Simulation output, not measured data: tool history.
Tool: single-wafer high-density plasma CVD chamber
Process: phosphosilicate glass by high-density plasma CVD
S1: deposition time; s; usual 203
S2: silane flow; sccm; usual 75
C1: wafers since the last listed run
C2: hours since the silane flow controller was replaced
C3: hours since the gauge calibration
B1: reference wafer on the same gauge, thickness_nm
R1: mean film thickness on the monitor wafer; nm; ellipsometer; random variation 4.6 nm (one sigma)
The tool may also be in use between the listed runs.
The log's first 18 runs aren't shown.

{"run": 19, "hour": 1196.5, "S1": 203, "S2": 75, "C1": 1196, "C2": 2740.6, "C3": 1194.9, "B1": 1408.772, "R1": 1546.474}
{"run": 20, "hour": 1300.0, "S1": 203, "S2": 75, "C1": 1182, "C2": 2844.1, "C3": 1298.4, "B1": 1409.639, "R1": 1550.167}
{"run": 21, "hour": 1372.7, "S1": 191, "S2": 87, "C1": 830, "C2": 2916.8, "C3": 1371.1, "B1": 1409.8, "R1": 1679.31}
{"run": 22, "hour": 1409.6, "S1": 203, "S2": 75, "C1": 421, "C2": 2953.7, "C3": 1408, "B1": 1407.437, "R1": 1549.878}
{"run": 23, "hour": 1488.8, "S1": 203, "S2": 90, "C1": 904, "C2": 3032.9, "C3": 1487.2, "B1": 1411.472, "R1": 1852.527}
{"run": 24, "hour": 1530.7, "S1": 203, "S2": 69, "C1": 478, "C2": 3074.8, "C3": 1529.1, "B1": 1411.254, "R1": 1421.876}
{"hour": 1601.5, "done": "silane flow controller replaced"}
{"run": 25, "hour": 1612.0, "S1": 170, "S2": 70, "C1": 837, "C2": 10.5, "C3": 1610.4, "B1": 1410.213, "R1": 1264.447}
{"run": 26, "hour": 1670.0, "S1": 203, "S2": 65, "C1": 662, "C2": 68.5, "C3": 1668.4, "B1": 1411.338, "R1": 1406.09}
{"run": 27, "hour": 1756.0, "S1": 237, "S2": 67, "C1": 982, "C2": 154.5, "C3": 1754.4, "B1": 1408.475, "R1": 1686.109}
{"run": 28, "hour": 1793.9, "S1": 220, "S2": 81, "C1": 433, "C2": 192.4, "C3": 1792.3, "B1": 1410.952, "R1": 1891.279}
{"run": 29, "hour": 1842.6, "S1": 216, "S2": 75, "C1": 556, "C2": 241.1, "C3": 1841, "B1": 1410.99, "R1": 1721.735}
{"hour": 1923.7, "done": "gauge calibrated"}
{"run": 30, "hour": 1925.3, "S1": 220, "S2": 66, "C1": 944, "C2": 323.8, "C3": 1.6, "B1": 1410.155, "R1": 1540.233}
{"run": 31, "hour": 1985.6, "S1": 229, "S2": 84, "C1": 689, "C2": 384.1, "C3": 61.9, "B1": 1410.005, "R1": 2045.884}
{"run": 32, "hour": 2022.4, "S1": 203, "S2": 75, "C1": 420, "C2": 420.9, "C3": 98.7, "B1": 1410.471, "R1": 1613.995}
{"run": 33, "hour": 2103.5, "S1": 203, "S2": 75, "C1": 926, "C2": 502, "C3": 179.8, "B1": 1409.756, "R1": 1614.448}
{"hour": 2175.5, "done": "silane flow controller replaced, repeated, since the last time left the tool worse"}
{"run": 34, "hour": 2189.0, "S1": 233, "S2": 68, "C1": 885, "C2": 13.5, "C3": 265.3, "B1": 1410.268, "R1": 1630.997}
{"run": 35, "hour": 2271.7, "S1": 235, "S2": 75, "C1": 944, "C2": 96.2, "C3": 348, "B1": 1410.512, "R1": 1812.19}
{"run": 36, "hour": 2308.5, "S1": 189, "S2": 75, "C1": 420, "C2": 133, "C3": 384.8, "B1": 1410.298, "R1": 1459.944}
{"run": 37, "hour": 2400.7, "S1": 182, "S2": 85, "C1": 1053, "C2": 225.2, "C3": 477, "B1": 1410.797, "R1": 1592.838}
{"run": 38, "hour": 2476.3, "S1": 203, "S2": 86, "C1": 863, "C2": 300.8, "C3": 552.6, "B1": 1411.024, "R1": 1794.447}
{"run": 39, "hour": 2562.1, "S1": 203, "S2": 75, "C1": 980, "C2": 386.6, "C3": 638.4, "B1": 1412.403, "R1": 1562.212}
{"run": 40, "hour": 2618.3, "S1": 203, "S2": 75, "C1": 642, "C2": 442.8, "C3": 694.6, "B1": 1408.782, "R1": 1563.017}

Forecast each of these 4 alternatives for the next run:
{"run": "A", "hour": 2618.8, "S1": 166, "S2": 75, "C1": 5, "C2": 443.3, "C3": 695.1, "B1": "?", "R1": "?"}
{"run": "B", "hour": 2618.8, "S1": 203, "S2": 82, "C1": 5, "C2": 443.3, "C3": 695.1, "B1": "?", "R1": "?"}
{"run": "C", "hour": 2618.8, "S1": 224, "S2": 67, "C1": 5, "C2": 443.3, "C3": 695.1, "B1": "?", "R1": "?"}
{"run": "D", "hour": 2618.8, "S1": 183, "S2": 80, "C1": 5, "C2": 443.3, "C3": 695.1, "B1": "?", "R1": "?"}

run=A B1=1410.713 R1=1283.267
run=B B1=1410.713 R1=1714.936
run=C B1=1410.713 R1=1547.974
run=D B1=1410.713 R1=1508.465
Without the tool's hidden state the same runs would have given:
run=A R1=1282.313
run=B R1=1713.661
run=C R1=1546.824
run=D R1=1507.344
